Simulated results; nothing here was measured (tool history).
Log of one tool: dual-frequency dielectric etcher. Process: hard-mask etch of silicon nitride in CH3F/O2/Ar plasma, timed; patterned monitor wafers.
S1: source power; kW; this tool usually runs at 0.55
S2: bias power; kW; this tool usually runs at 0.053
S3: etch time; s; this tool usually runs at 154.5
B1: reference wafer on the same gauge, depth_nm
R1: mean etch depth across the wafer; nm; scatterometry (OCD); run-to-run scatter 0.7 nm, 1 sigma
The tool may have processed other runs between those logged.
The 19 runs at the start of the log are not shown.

| run | hour | S1 | S2 | S3 | B1 | R1 |
|---|---|---|---|---|---|---|
|  | 1157.4 | gauge calibrated |
| 20 | 1171 | 0.55 | 0.053 | 154.5 | 108.9 | 118.6 |
| 21 | 1333 | 0.6 | 0.046 | 154.5 | 109 | 122.8 |
| 22 | 1401.1 | 0.5 | 0.063 | 174 | 108.9 | 136.3 |
|  | 1445.7 | wet clean of the chamber |
| 23 | 1447.3 | 0.44 | 0.053 | 154.5 | 108.8 | 97.3 |
| 24 | 1510.8 | 0.55 | 0.053 | 154.5 | 109.1 | 115.5 |
| 25 | 1549 | 0.45 | 0.053 | 154.5 | 109 | 101.2 |
| 26 | 1605 | 0.55 | 0.042 | 168 | 108.9 | 119.1 |
| 27 | 1663.9 | 0.55 | 0.043 | 190 | 109.1 | 133.9 |
| 28 | 1719.1 | 0.55 | 0.05 | 154.5 | 109 | 116.1 |
| 29 | 1757.9 | 0.55 | 0.053 | 177 | 109 | 136.1 |
| 30 | 1824.4 | 0.67 | 0.058 | 154.5 | 109.1 | 139.1 |
| 31 | 1874.8 | 0.55 | 0.053 | 154.5 | 108.9 | 120.3 |

Predict each of these 3 candidate next runs independently; none follows another, all start after run 31:
| A | 1875.3 | 0.55 | 0.053 | 154.5 | ? | ? |
| B | 1875.3 | 0.6 | 0.042 | 154.5 | ? | ? |
| C | 1875.3 | 0.68 | 0.04 | 128.5 | ? | ? |

| run | B1 | R1 |
|---|---|---|
| A | 109.2 | 120.1 |
| B | 109.2 | 117.5 |
| C | 109.2 | 103.8 |
The same runs, with their run-to-run variation unchanged, on a tool lacking any hidden condition would have given:
| run | R1 |
|---|---|
| A | 114.5 |
| B | 112.1 |
| C | 98.9 |
